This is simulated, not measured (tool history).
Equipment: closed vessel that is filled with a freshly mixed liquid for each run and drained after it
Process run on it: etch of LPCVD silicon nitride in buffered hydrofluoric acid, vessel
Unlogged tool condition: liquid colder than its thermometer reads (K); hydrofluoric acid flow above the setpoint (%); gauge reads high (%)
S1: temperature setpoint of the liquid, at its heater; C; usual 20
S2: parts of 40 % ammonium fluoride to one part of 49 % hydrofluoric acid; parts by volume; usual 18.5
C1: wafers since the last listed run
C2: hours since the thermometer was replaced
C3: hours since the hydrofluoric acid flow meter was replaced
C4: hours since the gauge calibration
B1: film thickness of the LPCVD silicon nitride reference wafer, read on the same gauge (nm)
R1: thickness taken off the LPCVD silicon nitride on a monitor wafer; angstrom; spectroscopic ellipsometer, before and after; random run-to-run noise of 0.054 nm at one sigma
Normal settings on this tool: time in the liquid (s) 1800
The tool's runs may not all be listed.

{"run": 1, "day": 0.0, "S1": 20, "S2": 18.5, "time in the liquid (s)": 1800, "C1": 0, "C2": 615.2, "C3": 1449.8, "C4": 326.8, "B1": 29.98, "R1": 119.9}
{"run": 2, "day": 0.942, "S1": 20, "S2": 18.5, "time in the liquid (s)": 1800, "C1": 1159, "C2": 637.8, "C3": 1472.4, "C4": 349.4, "B1": 30.03, "R1": 120.2}
{"run": 3, "day": 1.829, "S1": 20, "S2": 18.5, "time in the liquid (s)": 1800, "C1": 1093, "C2": 659.1, "C3": 1493.7, "C4": 370.7, "B1": 29.99, "R1": 120.9}
{"run": 4, "day": 3.229, "S1": 20, "S2": 18.5, "time in the liquid (s)": 1800, "C1": 1724, "C2": 692.7, "C3": 1527.3, "C4": 404.3, "B1": 30.03, "R1": 119.6}
{"run": 5, "day": 3.971, "S1": 23, "S2": 14, "time in the liquid (s)": 1800, "C1": 913, "C2": 710.5, "C3": 1545.1, "C4": 422.1, "B1": 30.02, "R1": 187.2}
{"run": 6, "day": 5.05, "S1": 20, "S2": 18.5, "time in the liquid (s)": 1800, "C1": 1329, "C2": 736.4, "C3": 1571, "C4": 448, "B1": 30.03, "R1": 120.2}
{"run": 7, "day": 6.412, "S1": 20, "S2": 18.5, "time in the liquid (s)": 1800, "C1": 1678, "C2": 769.1, "C3": 1603.7, "C4": 480.7, "B1": 30, "R1": 121.3}
{"run": 8, "day": 7.058, "S1": 23, "S2": 13, "time in the liquid (s)": 1800, "C1": 795, "C2": 784.6, "C3": 1619.2, "C4": 496.2, "B1": 29.96, "R1": 202.2}
{"run": 9, "day": 7.858, "S1": 23, "S2": 13, "time in the liquid (s)": 1800, "C1": 985, "C2": 803.8, "C3": 1638.4, "C4": 515.4, "B1": 30, "R1": 200.8}
{"run": 10, "day": 8.892, "S1": 20, "S2": 24, "time in the liquid (s)": 1800, "C1": 1272, "C2": 828.6, "C3": 1663.2, "C4": 540.2, "B1": 30.01, "R1": 97.8}
{"run": 11, "day": 10.308, "S1": 20, "S2": 24, "time in the liquid (s)": 1800, "C1": 1744, "C2": 862.6, "C3": 1697.2, "C4": 574.2, "B1": 30.01, "R1": 98.1}
{"run": 12, "day": 10.933, "S1": 20, "S2": 24, "time in the liquid (s)": 1800, "C1": 769, "C2": 877.6, "C3": 1712.2, "C4": 589.2, "B1": 29.97, "R1": 98.2}
{"day": 10.958, "done": "gauge calibrated"}
{"run": 13, "day": 11.796, "S1": 20, "S2": 18.5, "time in the liquid (s)": 1800, "C1": 1062, "C2": 898.3, "C3": 1732.9, "C4": 20.1, "B1": 30, "R1": 119.6}
{"day": 12.35, "done": "hydrofluoric acid flow meter replaced"}
{"day": 12.588, "done": "thermometer replaced"}
{"run": 14, "day": 14.871, "S1": 20, "S2": 18.5, "time in the liquid (s)": 1800, "C1": 3684, "C2": 54.8, "C3": 60.5, "C4": 93.9, "B1": 30.01, "R1": 120.6}
{"run": 15, "day": 15.429, "S1": 20, "S2": 18.5, "time in the liquid (s)": 1800, "C1": 687, "C2": 68.2, "C3": 73.9, "C4": 107.3, "B1": 29.96, "R1": 120.4}
{"run": 16, "day": 17.446, "S1": 22, "S2": 11, "time in the liquid (s)": 1075, "C1": 2483, "C2": 116.6, "C3": 122.3, "C4": 155.7, "B1": 29.98, "R1": 133.9}
{"run": 17, "day": 18.312, "S1": 20, "S2": 18.5, "time in the liquid (s)": 1220, "C1": 1067, "C2": 137.4, "C3": 143.1, "C4": 176.5, "B1": 29.99, "R1": 81.4}
{"run": 18, "day": 19.075, "S1": 20, "S2": 12.5, "time in the liquid (s)": 840, "C1": 939, "C2": 155.7, "C3": 161.4, "C4": 194.8, "B1": 30, "R1": 82.7}
{"run": 19, "day": 20.183, "S1": 23, "S2": 13, "time in the liquid (s)": 1800, "C1": 1365, "C2": 182.3, "C3": 188, "C4": 221.4, "B1": 30, "R1": 199.1}
{"run": 20, "day": 20.867, "S1": 20, "S2": 22, "time in the liquid (s)": 1515, "C1": 841, "C2": 198.7, "C3": 204.4, "C4": 237.8, "B1": 29.95, "R1": 88}
{"run": 21, "day": 22.262, "S1": 22, "S2": 18.5, "time in the liquid (s)": 1800, "C1": 1719, "C2": 232.2, "C3": 237.9, "C4": 271.3, "B1": 30.01, "R1": 134.5}
{"run": 22, "day": 23.375, "S1": 20, "S2": 18.5, "time in the liquid (s)": 1800, "C1": 1370, "C2": 258.9, "C3": 264.6, "C4": 298, "B1": 29.99, "R1": 119.2}
{"run": 23, "day": 26.088, "S1": 23, "S2": 13, "time in the liquid (s)": 1800, "C1": 3340, "C2": 324, "C3": 329.7, "C4": 363.1, "B1": 29.98, "R1": 201.4}
{"run": 24, "day": 28.588, "S1": 17, "S2": 22, "time in the liquid (s)": 2200, "C1": 3079, "C2": 384, "C3": 389.7, "C4": 423.1, "B1": 30.05, "R1": 107.8}
{"run": 25, "day": 29.721, "S1": 20, "S2": 18.5, "time in the liquid (s)": 2680, "C1": 1395, "C2": 411.2, "C3": 416.9, "C4": 450.3, "B1": 30.01, "R1": 178.8}
{"run": 26, "day": 30.575, "S1": 22.5, "S2": 18.5, "time in the liquid (s)": 920, "C1": 1052, "C2": 431.7, "C3": 437.4, "C4": 470.8, "B1": 30, "R1": 71}
{"run": 27, "day": 31.912, "S1": 20, "S2": 18.5, "time in the liquid (s)": 1800, "C1": 1647, "C2": 463.8, "C3": 469.5, "C4": 502.9, "B1": 29.99, "R1": 120.2}
{"run": 28, "day": 32.462, "S1": 18, "S2": 18.5, "time in the liquid (s)": 1800, "C1": 677, "C2": 477, "C3": 482.7, "C4": 516.1, "B1": 30, "R1": 107.4}
{"day": 33.104, "done": "gauge calibrated"}
{"run": 29, "day": 33.542, "S1": 23.5, "S2": 14, "time in the liquid (s)": 1800, "C1": 1329, "C2": 502.9, "C3": 508.6, "C4": 10.5, "B1": 30.03, "R1": 193.3}
{"run": 30, "day": 34.092, "S1": 20, "S2": 18.5, "time in the liquid (s)": 2470, "C1": 677, "C2": 516.1, "C3": 521.8, "C4": 23.7, "B1": 29.99, "R1": 164.3}

Predict each of these 4 candidate next runs independently; none follows another, all start after run 30:
{"run": "A", "day": 34.142, "S1": 20, "S2": 26, "time in the liquid (s)": 1800, "C1": 61, "C2": 517.3, "C3": 523, "C4": 24.9, "B1": "?", "R1": "?"}
{"run": "B", "day": 34.142, "S1": 18.5, "S2": 15.5, "time in the liquid (s)": 2880, "C1": 61, "C2": 517.3, "C3": 523, "C4": 24.9, "B1": "?", "R1": "?"}
{"run": "C", "day": 34.142, "S1": 17, "S2": 21, "time in the liquid (s)": 1800, "C1": 61, "C2": 517.3, "C3": 523, "C4": 24.9, "B1": "?", "R1": "?"}
{"run": "D", "day": 34.142, "S1": 17, "S2": 24, "time in the liquid (s)": 760, "C1": 61, "C2": 517.3, "C3": 523, "C4": 24.9, "B1": "?", "R1": "?"}

run=A B1=30.01 R1=92.7
run=B B1=30.01 R1=210.1
run=C B1=30.01 R1=90.6
run=D B1=30.01 R1=34.9
The same runs, with their run-to-run variation unchanged, on a tool lacking any hidden condition would have given:
run=A R1=92.7
run=B R1=210.1
run=C R1=90.6
run=D R1=34.9
